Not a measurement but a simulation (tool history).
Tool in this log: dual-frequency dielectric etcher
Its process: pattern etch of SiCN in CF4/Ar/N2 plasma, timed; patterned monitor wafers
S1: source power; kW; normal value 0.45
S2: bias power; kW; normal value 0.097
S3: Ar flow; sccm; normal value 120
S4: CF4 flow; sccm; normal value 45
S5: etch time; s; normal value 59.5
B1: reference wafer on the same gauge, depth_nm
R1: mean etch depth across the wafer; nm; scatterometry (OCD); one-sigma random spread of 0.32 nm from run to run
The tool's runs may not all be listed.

run 1 hour=0 | S1=0.45 S2=0.082 S3=120 S4=45 S5=59.5 | B1=51.6 | R1=44
-- hour=46.2 wet clean of the chamber
run 2 hour=46.7 | S1=0.45 S2=0.097 S3=120 S4=45 S5=45.5 | B1=51.5 | R1=39.8
run 3 hour=60.1 | S1=0.45 S2=0.082 S3=120 S4=45 S5=59.5 | B1=51.7 | R1=46.3
-- hour=78.8 Ar flow controller replaced
run 4 hour=81.1 | S1=0.42 S2=0.085 S3=120 S4=45 S5=59.5 | B1=51.6 | R1=45.5
run 5 hour=103.5 | S1=0.45 S2=0.084 S3=120 S4=39 S5=69 | B1=51.6 | R1=54.3
-- hour=203.2 bias power generator calibrated
run 6 hour=206.8 | S1=0.45 S2=0.097 S3=120 S4=45 S5=59.5 | B1=51.5 | R1=51.3
-- hour=212.7 source power generator calibrated
run 7 hour=222.6 | S1=0.45 S2=0.097 S3=107 S4=54 S5=42.5 | B1=51.7 | R1=37.3
-- hour=283.7 upper electrode replaced
run 8 hour=284.2 | S1=0.36 S2=0.109 S3=128 S4=45 S5=48 | B1=51.8 | R1=35.8
run 9 hour=287.4 | S1=0.45 S2=0.109 S3=101 S4=39 S5=54.5 | B1=51.6 | R1=49.3
-- hour=295.7 CF4 flow controller replaced
run 10 hour=311.5 | S1=0.45 S2=0.097 S3=120 S4=45 S5=51 | B1=51.6 | R1=43.4
run 11 hour=328.6 | S1=0.49 S2=0.097 S3=135 S4=34 S5=59.5 | B1=51.7 | R1=51.1
run 12 hour=346 | S1=0.45 S2=0.097 S3=120 S4=45 S5=59.5 | B1=51.5 | R1=50.4
run 13 hour=373.9 | S1=0.45 S2=0.097 S3=94 S4=45 S5=59.5 | B1=51.6 | R1=52
run 14 hour=407.2 | S1=0.45 S2=0.097 S3=120 S4=45 S5=47.5 | B1=51.6 | R1=40.3
run 15 hour=434.3 | S1=0.41 S2=0.089 S3=120 S4=45 S5=59.5 | B1=51.5 | R1=44.2
run 16 hour=509 | S1=0.5 S2=0.097 S3=120 S4=45 S5=71 | B1=51.5 | R1=64.2
run 17 hour=544.4 | S1=0.54 S2=0.097 S3=93 S4=39 S5=47 | B1=51.7 | R1=46.2
run 18 hour=562.6 | S1=0.5 S2=0.097 S3=120 S4=55 S5=59.5 | B1=51.7 | R1=55.4
run 19 hour=581.5 | S1=0.45 S2=0.097 S3=120 S4=45 S5=59.5 | B1=51.6 | R1=49.1
-- hour=606.4 wet clean of the chamber
run 20 hour=606.9 | S1=0.38 S2=0.097 S3=120 S4=45 S5=59.5 | B1=51.6 | R1=44.7
run 21 hour=622.1 | S1=0.45 S2=0.097 S3=120 S4=45 S5=59.5 | B1=51.7 | R1=51.6
run 22 hour=657.2 | S1=0.45 S2=0.097 S3=140 S4=39 S5=59.5 | B1=51.7 | R1=49.4

Some steps in R1 between neighbouring runs. How much of each would the tool show without its hidden state too (settings, what came in, random variation), and how much is left for the hidden state, with any gauge scatter that isn't in both results?
The tool's hidden condition here consists of: etch rate over this chamber's usual, %; source power that arrives over what is set, %; bias power that arrives over what is set, %; Ar flow that arrives over what is set, %; CF4 flow that arrives over what is set, %; gauge reads high (%).
Run 1 -> 2: S2 0.082 -> 0.097, S5 59.5 -> 45.5, wet clean of the chamber. R1 -4.2 nm: hidden state +2.6, all else -6.8.
Run 15 -> 16: S1 0.41 -> 0.5, S2 0.089 -> 0.097, S5 59.5 -> 71. R1 +20 nm: hidden state -1.2, all else +21.2.
Run 16 -> 17: S1 0.5 -> 0.54, S3 120 -> 93, S4 45 -> 39, S5 71 -> 47. R1 -18 nm: hidden state +0.6, all else -18.6.
Run 19 -> 20: S1 0.45 -> 0.38, wet clean of the chamber. R1 -4.4 nm: hidden state +2.3, all else -6.7.

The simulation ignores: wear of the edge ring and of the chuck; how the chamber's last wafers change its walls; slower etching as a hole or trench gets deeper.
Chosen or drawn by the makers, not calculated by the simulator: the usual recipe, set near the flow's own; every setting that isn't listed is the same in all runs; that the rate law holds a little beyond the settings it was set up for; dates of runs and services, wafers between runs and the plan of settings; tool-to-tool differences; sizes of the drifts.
